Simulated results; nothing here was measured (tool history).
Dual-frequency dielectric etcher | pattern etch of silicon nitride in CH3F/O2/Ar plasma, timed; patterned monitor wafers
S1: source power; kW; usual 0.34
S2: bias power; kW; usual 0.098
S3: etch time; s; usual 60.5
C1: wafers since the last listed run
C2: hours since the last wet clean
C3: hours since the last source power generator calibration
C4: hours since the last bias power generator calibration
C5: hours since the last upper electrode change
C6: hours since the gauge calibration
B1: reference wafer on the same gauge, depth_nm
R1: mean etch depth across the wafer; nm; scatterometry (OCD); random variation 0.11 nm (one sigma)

run	hour	S1	S2	S3	C1	C2	C3	C4	C5	C6	B1	R1
1	0	0.34	0.098	60.5	0	68.3	1201.5	2804.4	4514	1888.1	48.4	49.87
2	60.8	0.34	0.098	60.5	528	129.1	1262.3	2865.2	4574.8	1948.9	48.39	50.08
3	135.9	0.34	0.098	60.5	653	204.2	1337.4	2940.3	4649.9	2024	48.39	49.7
4	236.7	0.34	0.098	55	876	305	1438.2	3041.1	4750.7	2124.8	48.39	45.29
5	324.7	0.34	0.098	55	765	393	1526.2	3129.1	4838.7	2212.8	48.4	45.51
6	377.3	0.29	0.098	72.5	457	445.6	1578.8	3181.7	4891.3	2265.4	48.41	55.91
# hour 456.1: wet clean of the chamber
7	476.6	0.29	0.098	72.5	654	20.5	1678.1	3281	4990.6	2364.7	48.4	55.63
8	513.4	0.34	0.105	60.5	320	57.3	1714.9	3317.8	5027.4	2401.5	48.38	51.32
9	549.5	0.34	0.098	60.5	313	93.4	1751	3353.9	5063.5	2437.6	48.39	49.95
10	606	0.34	0.098	60.5	491	149.9	1807.5	3410.4	5120	2494.1	48.41	49.92
11	643.1	0.34	0.098	60.5	322	187	1844.6	3447.5	5157.1	2531.2	48.39	49.98
12	699.3	0.28	0.098	60.5	488	243.2	1900.8	3503.7	5213.3	2587.4	48.38	45.68
# hour 718.5: gauge calibrated
13	764	0.34	0.076	54.5	562	307.9	1965.5	3568.4	5278	45.5	48.39	40.6
14	834.7	0.34	0.098	73.5	614	378.6	2036.2	3639.1	5348.7	116.2	48.4	60.55
15	896.4	0.34	0.098	72	536	440.3	2097.9	3700.8	5410.4	177.9	48.4	59.46
# hour 936.5: wet clean of the chamber
16	986	0.41	0.087	43	570	49.5	2187.5	3790.4	5500	267.5	48.4	36.72
17	1036.5	0.34	0.098	60.5	439	100	2238	3840.9	5550.5	318	48.44	49.96
# hour 1096.7: upper electrode replaced, of another model than before
18	1104.5	0.34	0.098	60.5	382	168	2306	3908.9	7.8	386	48.43	49.55
# hour 1120.9: source power generator calibrated
19	1177.4	0.26	0.087	60.5	599	240.9	56.5	3981.8	80.7	458.9	48.44	37.08
# hour 1204.5: bias power generator calibrated
20	1231.5	0.38	0.121	60.5	435	295	110.6	27	134.8	513	48.42	60.88
21	1336.4	0.4	0.081	50	912	399.9	215.5	131.9	239.7	617.9	48.38	41.7
# hour 1382.2: wet clean of the chamber
22	1413.4	0.34	0.098	60.5	460	31.2	292.5	208.9	316.7	694.9	48.41	50.12
23	1484.7	0.34	0.115	60.5	620	102.5	363.8	280.2	388	766.2	48.44	54.5
24	1522.6	0.34	0.106	60.5	329	140.4	401.7	318.1	425.9	804.1	48.41	52.36
25	1588.6	0.34	0.098	60.5	574	206.4	467.7	384.1	491.9	870.1	48.39	49.7
26	1696.3	0.34	0.098	60.5	936	314.1	575.4	491.8	599.6	977.8	48.38	49.77
27	1737.8	0.29	0.098	60.5	360	355.6	616.9	533.3	641.1	1019.3	48.39	43.81
28	1818.6	0.31	0.088	76	702	436.4	697.7	614.1	721.9	1100.1	48.43	54.79
# hour 1853.8: wet clean of the chamber
29	1857	0.26	0.115	60.5	125	3.2	736.1	652.5	760.3	1138.5	48.38	43.05
30	1899.8	0.3	0.116	60.5	372	46	778.9	695.3	803.1	1181.3	48.41	49.48

Forecast each of these 3 alternatives for the next run:
A	1900.2	0.34	0.081	60.5	3	46.4	779.3	695.7	803.5	1181.7	?	?
B	1900.2	0.34	0.098	46.5	3	46.4	779.3	695.7	803.5	1181.7	?	?
C	1900.2	0.34	0.11	60.5	3	46.4	779.3	695.7	803.5	1181.7	?	?

run	B1	R1
A	48.41	44.52
B	48.41	38.12
C	48.41	52.82
Without the tool's hidden state the same runs would have given:
run	R1
A	45.22
B	38.7
C	53.62
